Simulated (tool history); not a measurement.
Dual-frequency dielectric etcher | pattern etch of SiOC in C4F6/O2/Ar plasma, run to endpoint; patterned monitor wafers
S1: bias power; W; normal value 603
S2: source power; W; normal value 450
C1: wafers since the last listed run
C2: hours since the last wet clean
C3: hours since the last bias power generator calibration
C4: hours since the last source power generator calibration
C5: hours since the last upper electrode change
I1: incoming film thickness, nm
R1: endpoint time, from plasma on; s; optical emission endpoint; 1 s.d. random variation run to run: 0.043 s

run 1 hour=0.0 | S1=603 S2=450 | C1=0 C2=27.4 C3=4051.6 C4=3304.8 C5=2789.3 | I1=44.10 | R1=14.5
run 2 hour=53.1 | S1=603 S2=450 | C1=462 C2=80.5 C3=4104.7 C4=3357.9 C5=2842.4 | I1=43.66 | R1=14.3
run 3 hour=82.6 | S1=603 S2=450 | C1=256 C2=110.0 C3=4134.2 C4=3387.4 C5=2871.9 | I1=42.97 | R1=14.0
run 4 hour=150.4 | S1=603 S2=450 | C1=590 C2=177.8 C3=4202.0 C4=3455.2 C5=2939.7 | I1=43.52 | R1=14.1
run 5 hour=191.9 | S1=603 S2=450 | C1=361 C2=219.3 C3=4243.5 C4=3496.7 C5=2981.2 | I1=43.81 | R1=14.2
run 6 hour=223.7 | S1=603 S2=450 | C1=276 C2=251.1 C3=4275.3 C4=3528.5 C5=3013.0 | I1=43.26 | R1=14.0
run 7 hour=354.9 | S1=562 S2=450 | C1=1142 C2=382.3 C3=4406.5 C4=3659.7 C5=3144.2 | I1=43.22 | R1=14.1
-- hour=387.1 wet clean of the chamber
run 8 hour=392.7 | S1=603 S2=450 | C1=120 C2=5.6 C3=4444.3 C4=3697.5 C5=3182.0 | I1=44.10 | R1=14.5
-- hour=478.6 upper electrode replaced
run 9 hour=479.1 | S1=603 S2=450 | C1=543 C2=92.0 C3=4530.7 C4=3783.9 C5=0.5 | I1=44.03 | R1=14.5
run 10 hour=498.2 | S1=529 S2=400 | C1=166 C2=111.1 C3=4549.8 C4=3803.0 C5=19.6 | I1=43.64 | R1=16.1
run 11 hour=555.9 | S1=603 S2=450 | C1=502 C2=168.8 C3=4607.5 C4=3860.7 C5=77.3 | I1=43.79 | R1=14.3
-- hour=605.1 source power generator calibrated
run 12 hour=625.9 | S1=603 S2=450 | C1=574 C2=238.8 C3=4677.5 C4=20.8 C5=147.3 | I1=43.48 | R1=14.1
-- hour=655.1 bias power generator calibrated
run 13 hour=694.4 | S1=603 S2=520 | C1=561 C2=307.3 C3=39.3 C4=89.3 C5=215.8 | I1=43.79 | R1=13.0
run 14 hour=760.5 | S1=603 S2=400 | C1=575 C2=373.4 C3=105.4 C4=155.4 C5=281.9 | I1=43.32 | R1=14.8
run 15 hour=788.8 | S1=603 S2=480 | C1=246 C2=401.7 C3=133.7 C4=183.7 C5=310.2 | I1=44.08 | R1=13.6
-- hour=846.4 wet clean of the chamber
run 16 hour=854.7 | S1=473 S2=480 | C1=364 C2=8.3 C3=199.6 C4=249.6 C5=376.1 | I1=43.98 | R1=15.0
run 17 hour=880.9 | S1=549 S2=390 | C1=228 C2=34.5 C3=225.8 C4=275.8 C5=402.3 | I1=43.04 | R1=16.0

Here are 5 independent what-if runs from the current tool condition. What would each one return?
run A hour=881.3 | S1=462 S2=450 | C1=3 C2=34.9 C3=226.2 C4=276.2 C5=402.7 | I1=43.56 | R1=?
run B hour=881.3 | S1=496 S2=340 | C1=3 C2=34.9 C3=226.2 C4=276.2 C5=402.7 | I1=43.56 | R1=?
run C hour=881.3 | S1=643 S2=490 | C1=3 C2=34.9 C3=226.2 C4=276.2 C5=402.7 | I1=43.56 | R1=?
run D hour=881.3 | S1=686 S2=530 | C1=3 C2=34.9 C3=226.2 C4=276.2 C5=402.7 | I1=43.56 | R1=?
run E hour=881.3 | S1=482 S2=450 | C1=3 C2=34.9 C3=226.2 C4=276.2 C5=402.7 | I1=43.56 | R1=?

run=A R1=15.6
run=B R1=18.4
run=C R1=13.5
run=D R1=12.6
run=E R1=15.5
With no hidden state in the tool, these same runs would have given:
run=A R1=15.6
run=B R1=18.4
run=C R1=13.5
run=D R1=12.7
run=E R1=15.5
